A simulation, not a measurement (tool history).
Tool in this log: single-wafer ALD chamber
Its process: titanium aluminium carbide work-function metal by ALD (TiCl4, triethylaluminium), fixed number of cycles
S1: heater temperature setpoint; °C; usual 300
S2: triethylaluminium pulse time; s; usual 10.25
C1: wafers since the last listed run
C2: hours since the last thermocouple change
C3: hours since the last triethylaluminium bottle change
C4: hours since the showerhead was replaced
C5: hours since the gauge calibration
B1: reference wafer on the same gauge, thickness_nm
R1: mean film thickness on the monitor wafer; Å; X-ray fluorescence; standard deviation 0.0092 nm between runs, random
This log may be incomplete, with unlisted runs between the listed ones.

{"run": 1, "day": 0.0, "S1": 300, "S2": 11.78, "C1": 0, "C2": 1458.6, "C3": 637.3, "C4": 4411.1, "C5": 775.7, "B1": 2.042, "R1": 17.96}
{"run": 2, "day": 2.742, "S1": 300, "S2": 11.78, "C1": 485, "C2": 1524.4, "C3": 703.1, "C4": 4476.9, "C5": 841.5, "B1": 2.051, "R1": 17.84}
{"run": 3, "day": 5.442, "S1": 300, "S2": 10.25, "C1": 478, "C2": 1589.2, "C3": 767.9, "C4": 4541.7, "C5": 906.3, "B1": 2.055, "R1": 17.88}
{"run": 4, "day": 6.817, "S1": 300, "S2": 10.25, "C1": 243, "C2": 1622.2, "C3": 800.9, "C4": 4574.7, "C5": 939.3, "B1": 2.057, "R1": 18.03}
{"run": 5, "day": 10.804, "S1": 300, "S2": 10.25, "C1": 706, "C2": 1717.9, "C3": 896.6, "C4": 4670.4, "C5": 1035, "B1": 2.079, "R1": 17.95}
{"day": 12.35, "done": "thermocouple changed; heater temperature recalibrated"}
{"run": 6, "day": 12.562, "S1": 300, "S2": 10.25, "C1": 252, "C2": 5.1, "C3": 938.8, "C4": 4712.6, "C5": 1077.2, "B1": 2.077, "R1": 17.96}
{"run": 7, "day": 13.688, "S1": 300, "S2": 10.25, "C1": 199, "C2": 32.1, "C3": 965.8, "C4": 4739.6, "C5": 1104.2, "B1": 2.085, "R1": 17.98}
{"run": 8, "day": 15.317, "S1": 300, "S2": 10.25, "C1": 288, "C2": 71.2, "C3": 1004.9, "C4": 4778.7, "C5": 1143.3, "B1": 2.092, "R1": 17.96}
{"run": 9, "day": 17.583, "S1": 300, "S2": 10.25, "C1": 401, "C2": 125.6, "C3": 1059.3, "C4": 4833.1, "C5": 1197.7, "B1": 2.104, "R1": 18.1}
{"day": 18.6, "done": "gauge calibrated"}
{"run": 10, "day": 18.921, "S1": 300, "S2": 10.25, "C1": 236, "C2": 157.7, "C3": 1091.4, "C4": 4865.2, "C5": 7.7, "B1": 1.987, "R1": 17.09}
{"run": 11, "day": 21.8, "S1": 313, "S2": 8.55, "C1": 510, "C2": 226.8, "C3": 1160.5, "C4": 4934.3, "C5": 76.8, "B1": 1.983, "R1": 17.85}
{"run": 12, "day": 23.35, "S1": 286, "S2": 6.34, "C1": 274, "C2": 264, "C3": 1197.7, "C4": 4971.5, "C5": 114, "B1": 1.987, "R1": 14.55}
{"run": 13, "day": 25.1, "S1": 300, "S2": 12.45, "C1": 310, "C2": 306, "C3": 1239.7, "C4": 5013.5, "C5": 156, "B1": 1.986, "R1": 17.22}
{"day": 25.446, "done": "triethylaluminium bottle replaced"}
{"day": 25.562, "done": "showerhead replaced"}
{"run": 14, "day": 26.112, "S1": 311, "S2": 11.87, "C1": 100, "C2": 330.3, "C3": 16, "C4": 13.2, "C5": 180.3, "B1": 1.983, "R1": 18.36}
{"run": 15, "day": 28.062, "S1": 287, "S2": 10.25, "C1": 345, "C2": 377.1, "C3": 62.8, "C4": 60, "C5": 227.1, "B1": 1.993, "R1": 16.11}
{"run": 16, "day": 29.629, "S1": 287, "S2": 10.25, "C1": 277, "C2": 414.7, "C3": 100.4, "C4": 97.6, "C5": 264.7, "B1": 1.986, "R1": 16.13}
{"run": 17, "day": 32.062, "S1": 300, "S2": 10.25, "C1": 431, "C2": 473.1, "C3": 158.8, "C4": 156, "C5": 323.1, "B1": 1.99, "R1": 17.12}
{"run": 18, "day": 33.925, "S1": 300, "S2": 10.25, "C1": 329, "C2": 517.8, "C3": 203.5, "C4": 200.7, "C5": 367.8, "B1": 1.995, "R1": 17.35}
{"run": 19, "day": 35.521, "S1": 288, "S2": 12.31, "C1": 282, "C2": 556.1, "C3": 241.8, "C4": 239, "C5": 406.1, "B1": 1.991, "R1": 16.51}
{"run": 20, "day": 38.042, "S1": 290, "S2": 13.42, "C1": 446, "C2": 616.6, "C3": 302.3, "C4": 299.5, "C5": 466.6, "B1": 1.998, "R1": 16.58}

Forecast each of these 3 alternatives for the next run:
{"run": "A", "day": 38.058, "S1": 307, "S2": 10.25, "C1": 2, "C2": 617, "C3": 302.7, "C4": 299.9, "C5": 467, "B1": "?", "R1": "?"}
{"run": "B", "day": 38.058, "S1": 291, "S2": 11.99, "C1": 2, "C2": 617, "C3": 302.7, "C4": 299.9, "C5": 467, "B1": "?", "R1": "?"}
{"run": "C", "day": 38.058, "S1": 292, "S2": 13.06, "C1": 2, "C2": 617, "C3": 302.7, "C4": 299.9, "C5": 467, "B1": "?", "R1": "?"}

run=A B1=1.997 R1=18.02
run=B B1=1.997 R1=16.87
run=C B1=1.997 R1=17.05
What these runs would have given with no unlogged condition in the tool:
run=A R1=18.03
run=B R1=16.88
run=C R1=17.06
